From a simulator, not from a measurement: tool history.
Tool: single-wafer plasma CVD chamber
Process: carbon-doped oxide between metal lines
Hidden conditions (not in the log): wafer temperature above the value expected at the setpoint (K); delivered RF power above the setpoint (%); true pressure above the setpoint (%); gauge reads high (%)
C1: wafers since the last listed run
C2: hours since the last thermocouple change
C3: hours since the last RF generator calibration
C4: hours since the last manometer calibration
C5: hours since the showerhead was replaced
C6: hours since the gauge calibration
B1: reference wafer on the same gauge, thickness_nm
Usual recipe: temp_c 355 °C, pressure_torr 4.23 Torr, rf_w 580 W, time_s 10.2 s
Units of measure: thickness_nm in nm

run 1 hour=0.0 | temp_c=355 pressure_torr=4.23 rf_w=580 time_s=10.2 | C1=0 C2=1602.9 C3=1229.8 C4=2266.4 C5=6332.4 C6=421.8 | B1=58.944 | thickness_nm=51.183
-- hour=4.0 gauge calibrated
-- hour=62.2 thermocouple changed; heater temperature recalibrated
run 2 hour=62.7 | temp_c=355 pressure_torr=4.23 rf_w=580 time_s=10.2 | C1=1748 C2=0.5 C3=1292.5 C4=2329.1 C5=6395.1 C6=58.7 | B1=58.900 | thickness_nm=51.012
run 3 hour=82.1 | temp_c=355 pressure_torr=4.23 rf_w=580 time_s=10.2 | C1=620 C2=19.9 C3=1311.9 C4=2348.5 C5=6414.5 C6=78.1 | B1=58.900 | thickness_nm=50.643
run 4 hour=102.6 | temp_c=355 pressure_torr=4.23 rf_w=580 time_s=10.2 | C1=655 C2=40.4 C3=1332.4 C4=2369.0 C5=6435.0 C6=98.6 | B1=58.894 | thickness_nm=51.123
run 5 hour=133.4 | temp_c=355 pressure_torr=4.23 rf_w=580 time_s=10.2 | C1=984 C2=71.2 C3=1363.2 C4=2399.8 C5=6465.8 C6=129.4 | B1=58.928 | thickness_nm=51.130
run 6 hour=155.3 | temp_c=355 pressure_torr=4.23 rf_w=580 time_s=10.2 | C1=699 C2=93.1 C3=1385.1 C4=2421.7 C5=6487.7 C6=151.3 | B1=58.881 | thickness_nm=50.903
run 7 hour=189.9 | temp_c=355 pressure_torr=4.23 rf_w=580 time_s=10.2 | C1=1105 C2=127.7 C3=1419.7 C4=2456.3 C5=6522.3 C6=185.9 | B1=58.896 | thickness_nm=50.824
run 8 hour=208.3 | temp_c=355 pressure_torr=4.23 rf_w=580 time_s=10.2 | C1=588 C2=146.1 C3=1438.1 C4=2474.7 C5=6540.7 C6=204.3 | B1=58.851 | thickness_nm=51.091
run 9 hour=230.0 | temp_c=355 pressure_torr=4.23 rf_w=580 time_s=10.2 | C1=693 C2=167.8 C3=1459.8 C4=2496.4 C5=6562.4 C6=226.0 | B1=58.863 | thickness_nm=51.107
run 10 hour=245.7 | temp_c=362 pressure_torr=3.55 rf_w=580 time_s=10.2 | C1=501 C2=183.5 C3=1475.5 C4=2512.1 C5=6578.1 C6=241.7 | B1=58.901 | thickness_nm=49.381
run 11 hour=276.7 | temp_c=355 pressure_torr=4.23 rf_w=580 time_s=10.2 | C1=990 C2=214.5 C3=1506.5 C4=2543.1 C5=6609.1 C6=272.7 | B1=58.904 | thickness_nm=50.840
run 12 hour=305.4 | temp_c=355 pressure_torr=4.23 rf_w=615 time_s=12.2 | C1=917 C2=243.2 C3=1535.2 C4=2571.8 C5=6637.8 C6=301.4 | B1=58.851 | thickness_nm=62.613
run 13 hour=319.8 | temp_c=355 pressure_torr=3.94 rf_w=580 time_s=11.9 | C1=460 C2=257.6 C3=1549.6 C4=2586.2 C5=6652.2 C6=315.8 | B1=58.888 | thickness_nm=58.816
run 14 hour=346.6 | temp_c=343 pressure_torr=4.60 rf_w=520 time_s=9.2 | C1=856 C2=284.4 C3=1576.4 C4=2613.0 C5=6679.0 C6=342.6 | B1=58.875 | thickness_nm=44.678
-- hour=363.4 showerhead replaced
run 15 hour=381.8 | temp_c=362 pressure_torr=3.89 rf_w=685 time_s=8.2 | C1=869 C2=319.6 C3=1611.6 C4=2648.2 C5=18.4 C6=377.8 | B1=58.931 | thickness_nm=43.646
run 16 hour=396.8 | temp_c=344 pressure_torr=4.23 rf_w=475 time_s=11.9 | C1=479 C2=334.6 C3=1626.6 C4=2663.2 C5=33.4 C6=392.8 | B1=58.912 | thickness_nm=54.346
-- hour=408.8 capacitance manometer re-zeroed and calibrated
-- hour=414.5 RF generator calibrated
-- hour=415.9 gauge calibrated
run 17 hour=419.8 | temp_c=351 pressure_torr=5.07 rf_w=630 time_s=10.2 | C1=296 C2=357.6 C3=5.3 C4=11.0 C5=56.4 C6=3.9 | B1=58.870 | thickness_nm=57.413
run 18 hour=454.2 | temp_c=355 pressure_torr=4.23 rf_w=580 time_s=10.2 | C1=1099 C2=392.0 C3=39.7 C4=45.4 C5=90.8 C6=38.3 | B1=58.885 | thickness_nm=53.077
run 19 hour=476.8 | temp_c=355 pressure_torr=3.81 rf_w=465 time_s=11.6 | C1=722 C2=414.6 C3=62.3 C4=68.0 C5=113.4 C6=60.9 | B1=58.925 | thickness_nm=52.902
run 20 hour=492.0 | temp_c=355 pressure_torr=3.43 rf_w=530 time_s=10.2 | C1=485 C2=429.8 C3=77.5 C4=83.2 C5=128.6 C6=76.1 | B1=58.915 | thickness_nm=49.805
run 21 hour=513.5 | temp_c=345 pressure_torr=3.19 rf_w=630 time_s=11.5 | C1=687 C2=451.3 C3=99.0 C4=104.7 C5=150.1 C6=97.6 | B1=58.852 | thickness_nm=63.034
run 22 hour=539.3 | temp_c=346 pressure_torr=4.88 rf_w=615 time_s=9.5 | C1=824 C2=477.1 C3=124.8 C4=130.5 C5=175.9 C6=123.4 | B1=58.825 | thickness_nm=53.130
run 23 hour=561.8 | temp_c=346 pressure_torr=4.68 rf_w=685 time_s=12.1 | C1=719 C2=499.6 C3=147.3 C4=153.0 C5=198.4 C6=145.9 | B1=58.930 | thickness_nm=70.931
run 24 hour=586.3 | temp_c=368 pressure_torr=4.73 rf_w=645 time_s=11.9 | C1=783 C2=524.1 C3=171.8 C4=177.5 C5=222.9 C6=170.4 | B1=58.864 | thickness_nm=63.696
run 25 hour=612.9 | temp_c=355 pressure_torr=4.23 rf_w=580 time_s=10.2 | C1=850 C2=550.7 C3=198.4 C4=204.1 C5=249.5 C6=197.0 | B1=58.904 | thickness_nm=53.109
run 26 hour=639.5 | temp_c=360 pressure_torr=4.23 rf_w=680 time_s=9.6 | C1=850 C2=577.3 C3=225.0 C4=230.7 C5=276.1 C6=223.6 | B1=58.898 | thickness_nm=53.497
run 27 hour=667.1 | temp_c=355 pressure_torr=3.58 rf_w=465 time_s=11.2 | C1=882 C2=604.9 C3=252.6 C4=258.3 C5=303.7 C6=251.2 | B1=58.910 | thickness_nm=50.786
run 28 hour=693.1 | temp_c=355 pressure_torr=4.23 rf_w=580 time_s=10.2 | C1=830 C2=630.9 C3=278.6 C4=284.3 C5=329.7 C6=277.2 | B1=58.970 | thickness_nm=52.495

Here are 4 independent what-if runs from the current tool condition. What would each one return?
run A hour=693.5 | temp_c=342 pressure_torr=4.23 rf_w=580 time_s=10.2 | C1=12 C2=631.3 C3=279.0 C4=284.7 C5=330.1 C6=277.6 | B1=? | thickness_nm=?
run B hour=693.5 | temp_c=363 pressure_torr=4.23 rf_w=495 time_s=11.3 | C1=12 C2=631.3 C3=279.0 C4=284.7 C5=330.1 C6=277.6 | B1=? | thickness_nm=?
run C hour=693.5 | temp_c=355 pressure_torr=4.97 rf_w=580 time_s=11.5 | C1=12 C2=631.3 C3=279.0 C4=284.7 C5=330.1 C6=277.6 | B1=? | thickness_nm=?
run D hour=693.5 | temp_c=355 pressure_torr=3.48 rf_w=580 time_s=9.1 | C1=12 C2=631.3 C3=279.0 C4=284.7 C5=330.1 C6=277.6 | B1=? | thickness_nm=?

run=A B1=58.918 thickness_nm=54.723
run=B B1=58.918 thickness_nm=52.270
run=C B1=58.918 thickness_nm=60.159
run=D B1=58.918 thickness_nm=46.368
The same runs, with their run-to-run variation unchanged, on a tool lacking any hidden condition would have given:
run=A thickness_nm=55.140
run=B thickness_nm=52.682
run=C thickness_nm=60.617
run=D thickness_nm=46.721
